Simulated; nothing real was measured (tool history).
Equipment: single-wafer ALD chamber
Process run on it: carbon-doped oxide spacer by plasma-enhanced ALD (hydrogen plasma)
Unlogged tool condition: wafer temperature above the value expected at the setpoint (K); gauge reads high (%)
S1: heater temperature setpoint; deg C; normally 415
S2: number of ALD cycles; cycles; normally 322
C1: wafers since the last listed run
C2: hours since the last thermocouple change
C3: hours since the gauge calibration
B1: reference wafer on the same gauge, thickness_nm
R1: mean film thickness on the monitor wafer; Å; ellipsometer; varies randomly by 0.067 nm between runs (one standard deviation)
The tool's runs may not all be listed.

Run 1, day 0.000: usual settings; C1 0; C2 355.8; C3 589.4; B1 12.711. Result: R1 159.94 Å.
Run 2, day 2.704: usual settings; C1 55; C2 420.7; C3 654.3; B1 12.691. Result: R1 158.94 Å.
Run 3, day 12.258: usual settings but S1 426 deg C; C1 196; C2 650.0; C3 883.6; B1 12.705. Result: R1 152.71 Å.
Run 4, day 14.008: usual settings but S1 426 deg C; C1 35; C2 692.0; C3 925.6; B1 12.697. Result: R1 152.69 Å.
Run 5, day 16.521: usual settings; C1 51; C2 752.3; C3 985.9; B1 12.703. Result: R1 160.05 Å.
Run 6, day 19.812: usual settings; C1 67; C2 831.3; C3 1064.9; B1 12.691. Result: R1 160.32 Å.
Run 7, day 23.208: usual settings; C1 69; C2 912.8; C3 1146.4; B1 12.710. Result: R1 160.38 Å.
At day 25.654: gauge calibrated.
At day 26.642: thermocouple changed; heater temperature recalibrated.
Run 8, day 26.662: usual settings; C1 64; C2 0.5; C3 24.2; B1 12.702. Result: R1 158.30 Å.
Run 9, day 30.512: usual settings; C1 79; C2 92.9; C3 116.6; B1 12.704. Result: R1 158.88 Å.
Run 10, day 34.208: usual settings; C1 76; C2 181.6; C3 205.3; B1 12.707. Result: R1 157.38 Å.
Run 11, day 36.858: usual settings; C1 54; C2 245.2; C3 268.9; B1 12.697. Result: R1 159.30 Å.
Run 12, day 40.033: usual settings but S1 400 deg C, S2 291 cycles; C1 65; C2 321.4; C3 345.1; B1 12.700. Result: R1 148.83 Å.
Run 13, day 42.633: usual settings but S1 426 deg C; C1 53; C2 383.8; C3 407.5; B1 12.695. Result: R1 152.42 Å.
Run 14, day 44.650: usual settings but S1 407 deg C, S2 268 cycles; C1 41; C2 432.2; C3 455.9; B1 12.703. Result: R1 135.85 Å.
Run 15, day 48.388: usual settings but S1 423 deg C, S2 301 cycles; C1 76; C2 521.9; C3 545.6; B1 12.705. Result: R1 144.94 Å.
Run 16, day 51.521: usual settings but S1 410 deg C, S2 378 cycles; C1 64; C2 597.1; C3 620.8; B1 12.695. Result: R1 190.27 Å.
Run 17, day 55.021: usual settings but S1 407 deg C, S2 371 cycles; C1 71; C2 681.1; C3 704.8; B1 12.694. Result: R1 188.88 Å.
Run 18, day 58.471: usual settings; C1 70; C2 763.9; C3 787.6; B1 12.703. Result: R1 159.95 Å.
Run 19, day 61.133: usual settings but S1 427 deg C, S2 365 cycles; C1 54; C2 827.8; C3 851.5; B1 12.693. Result: R1 174.32 Å.
Run 20, day 63.333: usual settings but S1 422 deg C, S2 371 cycles; C1 45; C2 880.6; C3 904.3; B1 12.702. Result: R1 181.34 Å.

5 options for the next run, each taken on its own from the tool as it stands now. Forecast them:
Run A, day 63.371: usual settings but S2 292 cycles; C1 0; C2 881.5; C3 905.2; B1 ?. Result: R1 ?.
Run B, day 63.371: usual settings but S1 406 deg C, S2 271 cycles; C1 0; C2 881.5; C3 905.2; B1 ?. Result: R1 ?.
Run C, day 63.371: usual settings but S1 407 deg C, S2 360 cycles; C1 0; C2 881.5; C3 905.2; B1 ?. Result: R1 ?.
Run D, day 63.371: usual settings but S1 407 deg C, S2 363 cycles; C1 0; C2 881.5; C3 905.2; B1 ?. Result: R1 ?.
Run E, day 63.371: usual settings but S2 383 cycles; C1 0; C2 881.5; C3 905.2; B1 ?. Result: R1 ?.

run      B1      R1
  A  12.703  145.25
  B  12.703  138.73
  C  12.703  184.12
  D  12.703  185.66
  E  12.703  190.52
The same runs, with their run-to-run variation unchanged, on a tool lacking any hidden condition would have given:
run      R1
  A  142.76
  B  136.76
  C  181.04
  D  182.55
  E  187.25

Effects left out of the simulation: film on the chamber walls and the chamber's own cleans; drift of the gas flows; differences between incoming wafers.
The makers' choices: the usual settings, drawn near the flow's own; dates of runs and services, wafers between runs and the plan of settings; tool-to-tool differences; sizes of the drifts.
